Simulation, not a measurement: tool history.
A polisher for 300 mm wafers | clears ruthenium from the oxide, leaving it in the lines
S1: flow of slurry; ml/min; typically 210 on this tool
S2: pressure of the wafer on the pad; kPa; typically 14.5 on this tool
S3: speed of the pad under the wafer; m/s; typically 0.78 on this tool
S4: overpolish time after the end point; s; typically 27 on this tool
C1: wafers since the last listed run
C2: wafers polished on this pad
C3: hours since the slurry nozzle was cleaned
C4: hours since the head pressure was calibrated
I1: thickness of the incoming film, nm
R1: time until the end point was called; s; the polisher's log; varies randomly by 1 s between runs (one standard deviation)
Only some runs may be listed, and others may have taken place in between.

run	day	S1	S2	S3	S4	C1	C2	C3	C4	I1	R1
1	0.000	210	14.5	0.78	27	0	245	565.1	1301.0	79.8	80.8
2	0.250	210	14.5	0.78	27	32	277	571.1	1307.0	80.4	85.9
3	0.504	210	14.5	0.78	27	33	310	577.2	1313.1	80.4	86.1
4	1.029	210	14.5	0.78	27	68	378	589.8	1325.7	79.6	84.9
5	1.342	210	14.5	0.78	27	40	419	597.3	1333.2	79.6	83.9
6	2.488	210	14.5	0.78	27	149	568	624.8	1360.7	81.4	87.3
7	3.688	210	14.5	0.78	31	156	724	653.6	1389.5	80.2	86.5
8	3.942	210	14.5	0.78	31	33	757	659.7	1395.6	80.7	90.1
9	4.246	230	14.5	0.78	27	39	797	667.0	1402.9	79.8	87.5
10	4.979	230	14.5	0.78	27	95	892	684.6	1420.5	79.8	87.0
11	5.304	175	14.5	0.78	27	42	934	692.4	1428.3	79.1	88.4
12	5.854	210	14.5	0.78	27	71	1006	705.6	1441.5	80.5	89.7
13	6.446	210	14.5	0.98	27	76	1083	719.8	1455.7	79.1	70.1
# day 6.846: worn pad replaced by a new one
14	7.012	210	14.5	0.78	27	52	21	733.4	1469.3	80.8	81.0
15	7.675	210	14.5	0.78	27	86	107	749.3	1485.2	80.9	84.5
16	8.258	210	14.5	0.78	27	75	183	763.3	1499.2	80.2	83.1
17	8.592	210	14.5	0.78	27	43	227	771.3	1507.2	79.2	82.4
18	9.738	255	14.5	0.62	27	149	376	798.8	1534.7	79.9	101.7
19	10.204	235	17.9	0.60	14	60	436	810.0	1545.9	80.7	92.8
20	10.775	235	11.0	0.90	27	74	510	823.7	1559.6	78.9	89.1
21	11.033	210	14.5	0.78	27	33	544	829.9	1565.8	80.6	87.9
22	11.300	210	14.5	0.78	27	34	579	836.3	1572.2	79.2	85.9
23	11.792	210	14.5	0.94	19	63	643	848.1	1584.0	80.4	73.2
24	12.362	145	14.5	0.78	27	74	717	861.8	1597.7	79.3	92.9
25	12.654	255	16.5	0.62	22	37	755	868.8	1604.7	79.1	95.4
26	13.292	140	14.5	0.88	27	82	838	884.1	1620.0	79.1	83.1
# day 13.696: head pressure recalibrated
27	13.862	210	14.5	0.78	27	63	901	897.8	4.0	80.2	89.8
# day 14.683: slurry nozzle cleaned
# day 15.225: worn pad replaced by a new one
28	15.242	150	14.5	0.78	27	152	2	13.4	37.1	80.0	85.4
29	15.733	210	14.5	0.94	27	63	66	25.2	48.9	80.4	67.5
30	15.996	255	14.5	0.78	27	34	100	31.5	55.2	80.2	78.2
31	16.392	245	17.9	1.00	27	51	151	41.0	64.7	79.3	53.6
32	16.812	210	14.5	0.78	27	54	206	51.1	74.8	80.5	84.2
33	17.108	210	14.5	0.78	27	38	244	58.2	81.9	78.6	82.4
34	17.596	235	14.5	0.78	20	63	308	69.9	93.6	79.9	82.1
35	18.029	210	14.5	0.78	27	56	364	80.3	104.0	79.1	82.2
36	18.717	210	17.2	0.56	27	89	454	96.8	120.5	78.8	100.1
37	19.167	240	12.4	0.64	27	58	512	107.6	131.3	80.2	112.3
38	19.875	210	16.5	0.98	27	92	604	124.6	148.3	79.3	61.2

Exercise: give the hidden state of the tool at every run:
slurry flow missing at the pad, %: 0 in every run
deviation of the head's pressure from its setpoint, %: 0 in every run
H1: removal rate lost through wear of the pad, %
run	H1
1	3.12
2	3.41
3	3.71
4	4.33
5	4.7
6	6.05
7	7.47
8	7.77
9	8.13
10	8.99
11	9.38
12	10
13	10.7
14	1.91
15	2.7
16	3.38
17	3.78
18	5.13
19	5.68
20	6.35
21	6.66
22	6.97
23	7.55
24	8.23
25	8.57
26	9.32
27	10
28	0.919
29	1.5
30	1.81
31	2.28
32	2.77
33	3.12
34	3.7
35	4.21
36	5.02
37	5.55
38	6.39
